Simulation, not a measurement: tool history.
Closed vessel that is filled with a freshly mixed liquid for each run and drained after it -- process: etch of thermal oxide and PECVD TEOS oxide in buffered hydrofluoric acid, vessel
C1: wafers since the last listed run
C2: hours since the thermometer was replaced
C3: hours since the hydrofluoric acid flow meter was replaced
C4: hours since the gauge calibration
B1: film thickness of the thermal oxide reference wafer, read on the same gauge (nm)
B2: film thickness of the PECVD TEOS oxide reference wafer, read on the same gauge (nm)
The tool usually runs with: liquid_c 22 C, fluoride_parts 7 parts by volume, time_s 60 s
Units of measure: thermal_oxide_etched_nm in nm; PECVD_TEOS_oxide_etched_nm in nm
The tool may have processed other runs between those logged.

run 1 day=0 | liquid_c=20 fluoride_parts=7 time_s=50 | C1=0 C2=24.5 C3=2458.5 C4=486.2 | B1=130.05 B2=129.99 | thermal_oxide_etched_nm=59.27 PECVD_TEOS_oxide_etched_nm=73.11
run 2 day=0.7 | liquid_c=20 fluoride_parts=7 time_s=50 | C1=1277 C2=41.3 C3=2475.3 C4=503 | B1=129.99 B2=129.99 | thermal_oxide_etched_nm=59.89 PECVD_TEOS_oxide_etched_nm=72.7
run 3 day=1.692 | liquid_c=20.5 fluoride_parts=8 time_s=60 | C1=1809 C2=65.1 C3=2499.1 C4=526.8 | B1=130.01 B2=130.01 | thermal_oxide_etched_nm=63.4 PECVD_TEOS_oxide_etched_nm=77
run 4 day=2.746 | liquid_c=27 fluoride_parts=7 time_s=60 | C1=1923 C2=90.4 C3=2524.4 C4=552.1 | B1=130.01 B2=129.98 | thermal_oxide_etched_nm=103.73 PECVD_TEOS_oxide_etched_nm=129.08
run 5 day=3.333 | liquid_c=26 fluoride_parts=5.5 time_s=70 | C1=1072 C2=104.5 C3=2538.5 C4=566.2 | B1=130.01 B2=130 | thermal_oxide_etched_nm=142.79 PECVD_TEOS_oxide_etched_nm=174.37
run 6 day=4.171 | liquid_c=22 fluoride_parts=7 time_s=60 | C1=1528 C2=124.6 C3=2558.6 C4=586.3 | B1=130.01 B2=129.99 | thermal_oxide_etched_nm=79.67 PECVD_TEOS_oxide_etched_nm=98.05
run 7 day=5.458 | liquid_c=24.5 fluoride_parts=7 time_s=40 | C1=2349 C2=155.5 C3=2589.5 C4=617.2 | B1=129.98 B2=129.99 | thermal_oxide_etched_nm=61.54 PECVD_TEOS_oxide_etched_nm=74.35
run 8 day=6.208 | liquid_c=20 fluoride_parts=5 time_s=30 | C1=1368 C2=173.5 C3=2607.5 C4=635.2 | B1=129.95 B2=129.99 | thermal_oxide_etched_nm=47.48 PECVD_TEOS_oxide_etched_nm=58.4
-- day=6.725 hydrofluoric acid flow meter replaced
run 9 day=7.254 | liquid_c=22 fluoride_parts=7 time_s=60 | C1=1832 C2=198.6 C3=12.7 C4=660.3 | B1=130.01 B2=130 | thermal_oxide_etched_nm=79.43 PECVD_TEOS_oxide_etched_nm=97.45
run 10 day=8.217 | liquid_c=22 fluoride_parts=7 time_s=60 | C1=1756 C2=221.7 C3=35.8 C4=683.4 | B1=130.03 B2=130 | thermal_oxide_etched_nm=79.57 PECVD_TEOS_oxide_etched_nm=97.38
run 11 day=8.896 | liquid_c=20 fluoride_parts=7 time_s=50 | C1=1239 C2=238 C3=52.1 C4=699.7 | B1=130.04 B2=129.99 | thermal_oxide_etched_nm=58.89 PECVD_TEOS_oxide_etched_nm=72.95
run 12 day=10.271 | liquid_c=22 fluoride_parts=7 time_s=60 | C1=2509 C2=271 C3=85.1 C4=732.7 | B1=129.97 B2=130.01 | thermal_oxide_etched_nm=79.48 PECVD_TEOS_oxide_etched_nm=97.32
run 13 day=11.362 | liquid_c=22 fluoride_parts=6 time_s=60 | C1=1992 C2=297.2 C3=111.3 C4=758.9 | B1=129.98 B2=130 | thermal_oxide_etched_nm=91.22 PECVD_TEOS_oxide_etched_nm=111.42
run 14 day=12.5 | liquid_c=22 fluoride_parts=8.5 time_s=60 | C1=2075 C2=324.5 C3=138.6 C4=786.2 | B1=129.98 B2=129.99 | thermal_oxide_etched_nm=64.46 PECVD_TEOS_oxide_etched_nm=78.45
run 15 day=13.412 | liquid_c=22 fluoride_parts=7 time_s=35 | C1=1665 C2=346.4 C3=160.5 C4=808.1 | B1=129.96 B2=129.98 | thermal_oxide_etched_nm=46.4 PECVD_TEOS_oxide_etched_nm=56.64
run 16 day=14.579 | liquid_c=24.5 fluoride_parts=9.5 time_s=30 | C1=2129 C2=374.4 C3=188.5 C4=836.1 | B1=130.01 B2=129.99 | thermal_oxide_etched_nm=33.59 PECVD_TEOS_oxide_etched_nm=41.23
run 17 day=15.583 | liquid_c=23.5 fluoride_parts=10 time_s=35 | C1=1832 C2=398.5 C3=212.6 C4=860.2 | B1=129.99 B2=129.99 | thermal_oxide_etched_nm=35.69 PECVD_TEOS_oxide_etched_nm=44.02
-- day=16.008 gauge calibrated
run 18 day=16.454 | liquid_c=27 fluoride_parts=5.5 time_s=90 | C1=1589 C2=419.4 C3=233.5 C4=10.7 | B1=130.06 B2=129.97 | thermal_oxide_etched_nm=189.7 PECVD_TEOS_oxide_etched_nm=238.24
run 19 day=17.217 | liquid_c=22 fluoride_parts=7 time_s=60 | C1=1391 C2=437.7 C3=251.8 C4=29 | B1=129.99 B2=130 | thermal_oxide_etched_nm=80.05 PECVD_TEOS_oxide_etched_nm=97.29
run 20 day=17.792 | liquid_c=26 fluoride_parts=7 time_s=60 | C1=1049 C2=451.5 C3=265.6 C4=42.8 | B1=129.99 B2=130 | thermal_oxide_etched_nm=99.67 PECVD_TEOS_oxide_etched_nm=120.7
run 21 day=18.375 | liquid_c=24 fluoride_parts=6 time_s=80 | C1=1064 C2=465.5 C3=279.6 C4=56.8 | B1=130.02 B2=130.01 | thermal_oxide_etched_nm=134.21 PECVD_TEOS_oxide_etched_nm=165.87
run 22 day=20.388 | liquid_c=24.5 fluoride_parts=7 time_s=90 | C1=3672 C2=513.8 C3=327.9 C4=105.1 | B1=130 B2=129.99 | thermal_oxide_etched_nm=137.28 PECVD_TEOS_oxide_etched_nm=166.26
run 23 day=21.662 | liquid_c=24.5 fluoride_parts=8.5 time_s=35 | C1=2326 C2=544.4 C3=358.5 C4=135.7 | B1=129.94 B2=130.01 | thermal_oxide_etched_nm=43.21 PECVD_TEOS_oxide_etched_nm=53.19
run 24 day=23.829 | liquid_c=25 fluoride_parts=7 time_s=80 | C1=3953 C2=596.4 C3=410.5 C4=187.7 | B1=129.99 B2=129.99 | thermal_oxide_etched_nm=124.91 PECVD_TEOS_oxide_etched_nm=153.75
run 25 day=24.85 | liquid_c=18 fluoride_parts=9.5 time_s=40 | C1=1862 C2=620.9 C3=435 C4=212.2 | B1=130 B2=129.98 | thermal_oxide_etched_nm=31.07 PECVD_TEOS_oxide_etched_nm=38.49

Consider 5 possible next runs. They are alternatives, not a sequence: every one starts from the tool as it was left by run 25. What does each give?
run A day=24.879 | liquid_c=22 fluoride_parts=7 time_s=60 | C1=53 C2=621.6 C3=435.7 C4=212.9 | B1=? B2=? | thermal_oxide_etched_nm=? PECVD_TEOS_oxide_etched_nm=?
run B day=24.879 | liquid_c=22 fluoride_parts=7 time_s=75 | C1=53 C2=621.6 C3=435.7 C4=212.9 | B1=? B2=? | thermal_oxide_etched_nm=? PECVD_TEOS_oxide_etched_nm=?
run C day=24.879 | liquid_c=22 fluoride_parts=5 time_s=35 | C1=53 C2=621.6 C3=435.7 C4=212.9 | B1=? B2=? | thermal_oxide_etched_nm=? PECVD_TEOS_oxide_etched_nm=?
run D day=24.879 | liquid_c=25 fluoride_parts=8 time_s=35 | C1=53 C2=621.6 C3=435.7 C4=212.9 | B1=? B2=? | thermal_oxide_etched_nm=? PECVD_TEOS_oxide_etched_nm=?
run E day=24.879 | liquid_c=18.5 fluoride_parts=7 time_s=60 | C1=53 C2=621.6 C3=435.7 C4=212.9 | B1=? B2=? | thermal_oxide_etched_nm=? PECVD_TEOS_oxide_etched_nm=?

run=A B1=130.04 B2=130 thermal_oxide_etched_nm=79.85 PECVD_TEOS_oxide_etched_nm=97.2
run=B B1=130.04 B2=130 thermal_oxide_etched_nm=99.82 PECVD_TEOS_oxide_etched_nm=121.5
run=C B1=130.04 B2=130 thermal_oxide_etched_nm=62.13 PECVD_TEOS_oxide_etched_nm=75.62
run=D B1=130.04 B2=130 thermal_oxide_etched_nm=47.51 PECVD_TEOS_oxide_etched_nm=57.83
run=E B1=130.04 B2=130 thermal_oxide_etched_nm=65.68 PECVD_TEOS_oxide_etched_nm=79.95
Stripped of hidden state, with their random variation kept, the same runs would have yielded:
run=A thermal_oxide_etched_nm=79.85 PECVD_TEOS_oxide_etched_nm=97.2
run=B thermal_oxide_etched_nm=99.82 PECVD_TEOS_oxide_etched_nm=121.5
run=C thermal_oxide_etched_nm=62.13 PECVD_TEOS_oxide_etched_nm=75.62
run=D thermal_oxide_etched_nm=47.51 PECVD_TEOS_oxide_etched_nm=57.83
run=E thermal_oxide_etched_nm=65.68 PECVD_TEOS_oxide_etched_nm=79.95
